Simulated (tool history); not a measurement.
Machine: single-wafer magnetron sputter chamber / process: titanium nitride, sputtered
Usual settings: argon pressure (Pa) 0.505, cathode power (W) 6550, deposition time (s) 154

run,hour,argon pressure (Pa),cathode power (W),deposition time (s),wafers since the last listed run,wafers on the sputter target,hours since the last manometer calibration,hours since the magnet pack was replaced,hours since the gauge calibration,"read-back reference wafer on the same gauge, thickness_nm",mean film thickness on the monitor wafer (nm)
1,0,0.505,6550,167,0,453,1088.4,9018.6,226.4,147.066,191.835
2,8.5,0.505,6550,167,57,510,1096.9,9027.1,234.9,146.914,191.048
3,20.7,0.505,6550,165,82,593,1109.1,9039.3,247.1,146.955,189.369
4,26.8,0.505,6550,154,41,634,1115.2,9045.4,253.2,147.006,177.1
5,38,0.505,6550,136,75,710,1126.4,9056.6,264.4,147.198,156.551
6,53.6,0.505,6550,136,105,816,1142,9072.2,280,146.969,156.587
7,71.5,0.505,6550,154,121,937,1159.9,9090.1,297.9,147.229,176.672
8,78.9,0.505,6550,154,50,987,1167.3,9097.5,305.3,146.823,176.726
9,95.4,0.505,6550,154,111,1099,1183.8,9114,321.8,146.966,176.565
10,106.9,0.505,6900,154,77,1176,1195.3,9125.5,333.3,146.981,184.1
11,117,0.505,6900,154,68,1245,1205.4,9135.6,343.4,147.046,184.706
12,125.3,0.609,6550,137,56,1301,1213.7,9143.9,351.7,146.886,149.801
# hour 136.7: capacitance manometer re-zeroed and calibrated
13,137.2,0.609,6550,137,26,1327,0.5,9155.8,363.6,146.925,155.544
14,138.8,0.609,6550,137,10,1338,2.1,9157.4,365.2,147.127,155.171
# hour 164.8: magnet pack replaced
15,165.3,0.505,7000,154,125,1464,28.6,0.5,391.7,147.176,192.045
16,168.2,0.505,6050,129,19,1483,31.5,3.4,394.6,147.025,143.474
17,175.9,0.685,4950,133,52,1535,39.2,11.1,402.3,146.977,118.806
18,193.5,0.505,6550,154,119,1654,56.8,28.7,419.9,146.851,180.866
19,202.9,0.505,6550,174,63,1718,66.2,38.1,429.3,147.095,204.847
20,218.6,0.391,6550,154,106,1824,81.9,53.8,445,146.904,189.567
21,234.6,0.611,5100,145,108,1933,97.9,69.8,461,147.033,135.219
22,251.2,0.634,7450,179,112,2045,114.5,86.4,477.6,147.052,220.843
23,262.2,0.436,5700,174,74,2120,125.5,97.4,488.6,146.916,189.018
24,290.2,0.703,6550,154,189,2309,153.5,125.4,516.6,146.85,165.717
# hour 303.9: gauge calibrated
# hour 309.5: sputter target and shields replaced
25,310,0.505,6550,135,79,3,173.3,145.2,6.1,146.915,157.596
26,322.9,0.505,6550,154,87,90,186.2,158.1,19,147.02,179.409
27,340.4,0.505,6550,134,118,209,203.7,175.6,36.5,147.004,156.061

Run 28 has not been measured yet. What should we expect?
28,350.3,0.382,7250,178,67,276,213.6,185.5,46.4,?,?

Run 28 measured read-back reference wafer on the same gauge, thickness_nm 147.067, mean film thickness on the monitor wafer (nm) 236.821.
On a tool with no hidden condition, and with the same random variation, this run would have come out at mean film thickness on the monitor wafer (nm) 239.169.

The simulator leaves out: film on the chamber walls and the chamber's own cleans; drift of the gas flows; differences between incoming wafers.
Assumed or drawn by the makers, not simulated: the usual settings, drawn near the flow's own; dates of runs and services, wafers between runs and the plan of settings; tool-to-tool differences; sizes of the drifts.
